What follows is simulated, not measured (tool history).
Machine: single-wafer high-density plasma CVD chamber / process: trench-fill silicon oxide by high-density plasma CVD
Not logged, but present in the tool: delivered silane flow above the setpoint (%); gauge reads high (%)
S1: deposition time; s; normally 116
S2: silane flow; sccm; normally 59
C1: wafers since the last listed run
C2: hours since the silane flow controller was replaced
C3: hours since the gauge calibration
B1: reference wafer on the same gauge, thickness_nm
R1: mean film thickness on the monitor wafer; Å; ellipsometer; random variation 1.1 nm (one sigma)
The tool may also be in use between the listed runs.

run	hour	S1	S2	C1	C2	C3	B1	R1
1	0	132	59	0	4700	259.5	840.781	8102.28
2	17.6	132	59	268	4717.6	277.1	841.38	8127.2
3	29.7	132	59	184	4729.7	289.2	840.366	8097.97
4	82.9	116	59	811	4782.9	342.4	840.77	7120.53
# hour 118.2: gauge calibrated
5	118.3	116	59	540	4818.3	0.1	828.846	7022.8
6	132.5	116	59	216	4832.5	14.3	830.595	7033.94
7	172.5	116	51	610	4872.5	54.3	833.877	6227.01
8	179.9	116	51	112	4879.9	61.7	834.467	6240.38
9	197.7	116	59	271	4897.7	79.5	835.557	7059.67
10	215	116	59	263	4915	96.8	836.558	7101.42
11	228.1	106	56	199	4928.1	109.9	836.406	6197.74
12	242.6	116	59	221	4942.6	124.4	837.305	7076.87
# hour 253.7: silane flow controller replaced
13	258.8	93	54	125	5.1	140.6	838.065	5276.69
14	275.6	134	59	256	21.9	157.4	838.988	8217.02
15	287.6	138	59	183	33.9	169.4	838.943	8445.49
16	306.7	116	59	291	53	188.5	839.348	7104.76
17	319.8	129	50	199	66.1	201.6	839.397	6868.86
18	334	116	48	216	80.3	215.8	840.166	5967.8
19	346	116	59	183	92.3	227.8	840.383	7110.87
20	354.1	116	59	123	100.4	235.9	840.632	7122.22

4 options for the next run, each taken on its own from the tool as it stands now. Forecast them:
A	354.5	136	59	6	100.8	236.3	?	?
B	354.5	109	59	6	100.8	236.3	?	?
C	354.5	105	59	6	100.8	236.3	?	?
D	354.5	106	67	6	100.8	236.3	?	?

run	B1	R1
A	841.048	8331.29
B	841.048	6677.29
C	841.048	6432.25
D	841.048	7255.71
Had the tool no hidden state, the same runs would have come out as:
run	R1
A	8225.75
B	6592.7
C	6350.76
D	7163.79
